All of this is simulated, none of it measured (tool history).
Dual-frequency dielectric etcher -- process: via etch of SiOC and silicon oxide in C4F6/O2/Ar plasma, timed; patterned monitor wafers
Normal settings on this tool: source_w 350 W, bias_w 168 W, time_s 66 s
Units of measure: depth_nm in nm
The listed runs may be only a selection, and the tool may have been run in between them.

run,hour,source_w,bias_w,time_s,"read-back reference wafer on the same gauge, depth_nm",depth_nm
1,0,350,168,66,64.6,76
2,21,350,168,66,64.6,75.6
3,35.2,350,168,66,64.6,76.2
4,64.5,350,168,66,64.6,76.3
5,96.5,350,168,66,64.6,76.4
6,115.1,350,168,66,64.6,76.3
7,147.5,350,168,66,64.6,76.5
# hour 188.6: wet clean of the chamber
8,189.1,350,168,66,64.6,73.3
# hour 209.3: source power generator calibrated
9,209.8,350,168,66,64.6,73.1
10,229.5,350,168,66,64.6,73.7
11,261,350,168,66,64.6,73.5
12,294.4,350,168,66,64.7,73.5
# hour 348.7: upper electrode replaced
13,349.2,390,168,50.5,64.6,58.2
14,360.4,380,146,75.5,64.6,82.7
15,374,320,187,66,64.6,75
16,388.9,350,168,66,64.6,74.4
17,410.7,270,139,46,64.6,45.6
# hour 429.4: bias power generator calibrated
18,437.5,380,156,66,64.6,73.6
19,495.2,350,168,66,64.6,75.7
20,518.1,410,141,54.5,64.6,61
21,551.7,350,168,66,64.6,75.2
22,571.2,350,168,66,64.6,75.8
# hour 596.3: gauge calibrated
23,605.8,380,130,78.5,64.6,84.1
24,622.6,350,189,66,64.7,78.8
25,648.6,430,168,66,64.7,79.8
# hour 673: wet clean of the chamber
26,673.5,350,168,66,64.6,73.2
27,689.7,290,136,72,64.6,71.3
28,722.4,320,144,54,64.6,55.7
29,755.9,300,168,66,64.6,71.1
30,776.9,350,168,66,64.6,74.2
31,798.1,370,156,58.5,64.6,64.7

Branching from run 31: 3 alternative next runs. What would each branch give?
A,798.5,350,168,52,?,?
B,798.5,400,145,66,?,?
C,798.5,410,189,77.5,?,?

run,"read-back reference wafer on the same gauge, depth_nm",depth_nm
A,64.6,58
B,64.6,72.3
C,64.6,93.6
Stripped of hidden state, with their random variation kept, the same runs would have yielded:
run,depth_nm
A,57.4
B,71.6
C,92.8
